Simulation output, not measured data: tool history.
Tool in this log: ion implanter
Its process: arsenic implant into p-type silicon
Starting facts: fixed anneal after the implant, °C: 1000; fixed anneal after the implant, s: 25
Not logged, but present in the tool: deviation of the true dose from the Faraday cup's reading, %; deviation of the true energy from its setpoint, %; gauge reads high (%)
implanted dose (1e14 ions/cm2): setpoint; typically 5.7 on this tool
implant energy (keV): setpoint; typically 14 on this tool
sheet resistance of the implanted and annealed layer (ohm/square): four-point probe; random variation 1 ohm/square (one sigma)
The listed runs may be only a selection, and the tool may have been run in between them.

run,hour,implanted dose (1e14 ions/cm2),implant energy (keV),wafers since the last listed run,hours since the last dose calibration,hours since the extraction supply was calibrated,hours since the gauge calibration,"read-back reference wafer on the same gauge, sheet resistance",sheet resistance of the implanted and annealed layer (ohm/square)
1,0,6.16,11.5,0,270.1,3811.6,183.8,223.33,180.72
2,58.8,6.16,11.5,1322,328.9,3870.4,242.6,223.06,180.33
3,122.9,5.7,14,1442,393,3934.5,306.7,223.11,184.72
4,175.5,5.7,14,1183,445.6,3987.1,359.3,223.12,185.4
5,274.8,5.7,14,2234,544.9,4086.4,458.6,222.96,184.52
6,451.4,5.7,14,3973,721.5,4263,635.2,222.95,185.39
7,525.3,5.7,14,1662,795.4,4336.9,709.1,222.88,185.02
8,592,5.7,14,1500,862.1,4403.6,775.8,222.97,184.55
9,671.8,5.09,16.5,1795,941.9,4483.4,855.6,223.04,196.37
# hour 692.1: extraction supply calibrated
10,772.3,5.09,16.5,2081,1042.4,80.2,956.1,223.21,194.56
11,920,5.7,15.5,3323,1190.1,227.9,1103.8,223.11,178.72
# hour 950.6: gauge calibrated
12,989.4,6.16,11.5,1561,1259.5,297.3,38.8,222.94,178.11
# hour 1050.2: Faraday cup replaced and dose calibrated
13,1072.8,5.7,14,1696,22.6,380.7,122.2,222.91,188.46
14,1121.6,6.19,9.5,1097,71.4,429.5,171,223.05,186.01
15,1310.4,4.92,11.5,4247,260.2,618.3,359.8,222.9,212.48
16,1410.9,7.15,15.5,2261,360.7,718.8,460.3,222.87,157.96
17,1517.6,5.15,11.5,2400,467.4,825.5,567,223.13,203.42
18,1599.4,6.43,14,1840,549.2,907.3,648.8,222.97,170.68
19,1690,5.7,10.5,2038,639.8,997.9,739.4,223.09,190.71
20,1794.5,6.6,12,2351,744.3,1102.4,843.9,222.97,171.25
21,1881.1,5.02,12,1948,830.9,1189,930.5,223.06,203.98
22,1978.6,5.7,14,2193,928.4,1286.5,1028,223.28,184.2
23,2065.6,5.7,14,1957,1015.4,1373.5,1115,223.18,184.11

Consider 4 possible next runs. They are alternatives, not a sequence: every one starts from the tool as it was left by run 23. What does each give?
A,2066,5.7,11.5,8,1015.8,1373.9,1115.4,?,?
B,2066,7.31,16.5,8,1015.8,1373.9,1115.4,?,?
C,2066,4.85,14,8,1015.8,1373.9,1115.4,?,?
D,2066,6.92,15.5,8,1015.8,1373.9,1115.4,?,?

run,"read-back reference wafer on the same gauge, sheet resistance",sheet resistance of the implanted and annealed layer (ohm/square)
A,222.79,186.32
B,222.79,151.74
C,222.79,204.02
D,222.79,158.59
Without the tool's unlogged condition, the same runs would have read:
run,sheet resistance of the implanted and annealed layer (ohm/square)
A,190.96
B,155.29
C,209.46
D,162.36
